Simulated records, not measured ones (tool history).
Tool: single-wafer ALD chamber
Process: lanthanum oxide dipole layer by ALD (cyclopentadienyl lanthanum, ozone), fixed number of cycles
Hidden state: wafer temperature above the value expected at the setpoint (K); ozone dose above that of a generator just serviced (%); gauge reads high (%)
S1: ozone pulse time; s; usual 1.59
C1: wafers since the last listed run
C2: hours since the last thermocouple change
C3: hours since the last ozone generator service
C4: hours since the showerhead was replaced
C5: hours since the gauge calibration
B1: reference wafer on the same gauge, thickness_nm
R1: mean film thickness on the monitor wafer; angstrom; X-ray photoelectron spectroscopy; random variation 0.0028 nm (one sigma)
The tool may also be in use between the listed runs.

run    hour    S1    C1      C2      C3      C4      C5     B1    R1
  1     0.0  1.59     0  1722.7   179.7  2480.0  3487.2  0.446  5.18
  2    88.3  1.73  1259  1811.0   268.0  2568.3  3575.5  0.445  5.24
  3   144.8  1.73   806  1867.5   324.5  2624.8  3632.0  0.445  5.22
  4   252.6  1.73  1537  1975.3   432.3  2732.6  3739.8  0.445  5.19
  5   339.7  1.78  1242  2062.4   519.4  2819.7  3826.9  0.445  5.24
  6   396.9  1.78   816  2119.6   576.6  2876.9  3884.1  0.445  5.26
  7   502.7  1.90  1509  2225.4   682.4  2982.7  3989.9  0.445  5.26
  8   600.1  1.59  1389  2322.8   779.8  3080.1  4087.3  0.445  5.13
  9   640.6  1.30   577  2363.3   820.3  3120.6  4127.8  0.445  5.01
 10   693.5  1.93   754  2416.2   873.2  3173.5  4180.7  0.445  5.23
 11   736.0  2.06   606  2458.7   915.7  3216.0  4223.2  0.445  5.32
      841.6  -- thermocouple changed; heater temperature recalibrated
 12   842.1  2.03  1399     0.5  1021.8  3322.1  4329.3  0.444  5.31
      931.2  -- ozone generator serviced
 13  1071.8  2.14  3162   230.2   140.6  3551.8  4559.0  0.445  5.32
     1152.9  -- gauge calibrated
 14  1297.9  1.59  3225   456.3   366.7  3777.9   145.0  0.445  5.17
 15  1374.7  1.17  1095   533.1   443.5  3854.7   221.8  0.445  4.89
 16  1431.9  1.03   816   590.3   500.7  3911.9   279.0  0.445  4.72
     1464.9  -- showerhead replaced
 17  1487.1  1.00   673   645.5   555.9    22.2   334.2  0.445  4.72
 18  1540.8  1.59   766   699.2   609.6    75.9   387.9  0.445  5.15
 19  1634.8  1.31  1341   793.2   703.6   169.9   481.9  0.445  4.98
 20  1680.7  1.59   654   839.1   749.5   215.8   527.8  0.444  5.17
 21  1733.1  1.59   747   891.5   801.9   268.2   580.2  0.445  5.17
 22  1827.5  1.81  1346   985.9   896.3   362.6   674.6  0.445  5.25
 23  1916.4  2.23  1268  1074.8   985.2   451.5   763.5  0.446  5.26
 24  2125.3  1.59  2980  1283.7  1194.1   660.4   972.4  0.444  5.17
 25  2179.2  1.59   768  1337.6  1248.0   714.3  1026.3  0.445  5.18
     2295.0  -- ozone generator serviced
 26  2490.4  1.59  4325  1648.8   195.4  1025.5  1337.5  0.445  5.17
 27  2537.6  1.29   673  1696.0   242.6  1072.7  1384.7  0.445  5.01
 28  2618.6  1.88  1155  1777.0   323.6  1153.7  1465.7  0.445  5.28
 29  2715.1  1.32  1376  1873.5   420.1  1250.2  1562.2  0.445  5.00
 30  2816.9  1.59  1452  1975.3   521.9  1352.0  1664.0  0.445  5.18
 31  2858.6  1.59   594  2017.0   563.6  1393.7  1705.7  0.444  5.18
 32  2903.5  1.34   640  2061.9   608.5  1438.6  1750.6  0.446  5.04
 33  2955.6  1.91   743  2114.0   660.6  1490.7  1802.7  0.445  5.28

The tool's hidden state at each run:
wafer temperature above the value expected at the setpoint (K): 0 in every run
ozone dose above that of a generator just serviced (%): 0 in every run
gauge reads high (%): 0 in every run

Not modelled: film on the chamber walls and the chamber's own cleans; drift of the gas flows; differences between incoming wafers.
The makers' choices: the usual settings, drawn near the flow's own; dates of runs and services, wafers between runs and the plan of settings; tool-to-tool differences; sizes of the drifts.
